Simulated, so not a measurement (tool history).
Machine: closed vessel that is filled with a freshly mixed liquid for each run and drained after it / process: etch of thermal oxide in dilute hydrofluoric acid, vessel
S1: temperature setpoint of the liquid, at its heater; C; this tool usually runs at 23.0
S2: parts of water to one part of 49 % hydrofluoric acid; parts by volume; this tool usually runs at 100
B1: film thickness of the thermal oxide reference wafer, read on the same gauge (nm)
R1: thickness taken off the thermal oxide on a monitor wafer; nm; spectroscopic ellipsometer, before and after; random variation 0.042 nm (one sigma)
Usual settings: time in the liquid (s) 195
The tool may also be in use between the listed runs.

{"run": 1, "hour": 0.0, "S1": 22.0, "S2": 100, "time in the liquid (s)": 195, "B1": 80.02, "R1": 7.65}
{"run": 2, "hour": 18.7, "S1": 22.0, "S2": 100, "time in the liquid (s)": 195, "B1": 80.02, "R1": 7.68}
{"run": 3, "hour": 33.5, "S1": 23.0, "S2": 70, "time in the liquid (s)": 195, "B1": 80.0, "R1": 11.81}
{"run": 4, "hour": 68.4, "S1": 23.0, "S2": 100, "time in the liquid (s)": 125, "B1": 80.03, "R1": 5.12}
{"run": 5, "hour": 93.9, "S1": 23.0, "S2": 100, "time in the liquid (s)": 125, "B1": 79.98, "R1": 5.1}
{"run": 6, "hour": 124.8, "S1": 23.0, "S2": 100, "time in the liquid (s)": 125, "B1": 80.03, "R1": 5.12}
{"hour": 126.7, "done": "hydrofluoric acid flow meter replaced"}
{"run": 7, "hour": 145.8, "S1": 26.5, "S2": 120, "time in the liquid (s)": 195, "B1": 79.95, "R1": 7.43}
{"run": 8, "hour": 157.8, "S1": 24.0, "S2": 110, "time in the liquid (s)": 195, "B1": 80.01, "R1": 7.46}
{"run": 9, "hour": 172.6, "S1": 24.0, "S2": 110, "time in the liquid (s)": 195, "B1": 79.99, "R1": 7.47}
{"hour": 179.2, "done": "gauge calibrated"}
{"hour": 185.8, "done": "thermometer replaced"}
{"run": 10, "hour": 188.6, "S1": 18.0, "S2": 130, "time in the liquid (s)": 115, "B1": 80.03, "R1": 2.86}
{"run": 11, "hour": 207.1, "S1": 21.0, "S2": 100, "time in the liquid (s)": 195, "B1": 79.99, "R1": 7.38}
{"run": 12, "hour": 225.9, "S1": 21.0, "S2": 100, "time in the liquid (s)": 195, "B1": 79.95, "R1": 7.32}
{"run": 13, "hour": 246.0, "S1": 20.5, "S2": 100, "time in the liquid (s)": 140, "B1": 80.02, "R1": 5.15}

What does the tool deliver on the next run?
{"run": 14, "hour": 268.1, "S1": 23.0, "S2": 130, "time in the liquid (s)": 195, "B1": "?", "R1": "?"}

Run 14 came out at B1 80.02, R1 5.91 nm.
Without the tool's hidden state the same run would have given R1 5.91 nm.

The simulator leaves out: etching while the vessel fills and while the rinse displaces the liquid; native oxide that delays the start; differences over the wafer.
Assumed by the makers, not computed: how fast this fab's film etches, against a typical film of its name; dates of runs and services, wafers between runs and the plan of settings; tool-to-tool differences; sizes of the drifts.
